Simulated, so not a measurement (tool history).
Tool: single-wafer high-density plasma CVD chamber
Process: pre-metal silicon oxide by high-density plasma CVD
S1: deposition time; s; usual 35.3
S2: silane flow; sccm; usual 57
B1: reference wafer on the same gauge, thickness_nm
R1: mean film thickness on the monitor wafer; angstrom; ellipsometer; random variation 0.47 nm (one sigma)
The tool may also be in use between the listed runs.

run 1 day=0.000 | S1=32.7 S2=57 | B1=239.041 | R1=1823.48
run 2 day=0.971 | S1=40.2 S2=57 | B1=238.936 | R1=2237.65
run 3 day=1.979 | S1=40.2 S2=57 | B1=238.935 | R1=2236.48
run 4 day=3.425 | S1=40.2 S2=57 | B1=238.959 | R1=2232.02
run 5 day=3.975 | S1=35.3 S2=57 | B1=239.062 | R1=1961.16
run 6 day=4.650 | S1=35.3 S2=57 | B1=238.855 | R1=1960.24
run 7 day=5.438 | S1=35.3 S2=57 | B1=238.909 | R1=1965.99
run 8 day=6.529 | S1=41.5 S2=52 | B1=239.121 | R1=2100.03
run 9 day=7.179 | S1=35.3 S2=57 | B1=238.942 | R1=1956.37
run 10 day=8.433 | S1=35.3 S2=66 | B1=238.984 | R1=2262.70
-- day=9.283 silane flow controller replaced
run 11 day=9.738 | S1=32.8 S2=52 | B1=239.044 | R1=1608.06
-- day=11.204 silane flow controller replaced, repeated, since the last time left the tool worse
-- day=12.542 gauge calibrated
run 12 day=13.538 | S1=39.1 S2=57 | B1=239.041 | R1=2267.21
run 13 day=14.517 | S1=41.6 S2=46 | B1=239.222 | R1=1944.12
run 14 day=15.838 | S1=35.3 S2=57 | B1=238.862 | R1=2060.77

Measured less the same run without the tool's hidden state. The same run-to-run variation is in both; the gauge's scatter may not be:
The hidden state here: delivered silane flow above the setpoint (%); gauge reads high (%).
run=1 R1=-79.91
run=2 R1=-99.26
run=3 R1=-100.45
run=4 R1=-102.03
run=5 R1=-90.25
run=6 R1=-90.94
run=7 R1=-92.06
run=8 R1=-99.61
run=9 R1=-93.50
run=10 R1=-109.72
run=11 R1=-134.72
run=12 R1=-5.19
run=13 R1=-5.42
run=14 R1=-7.13
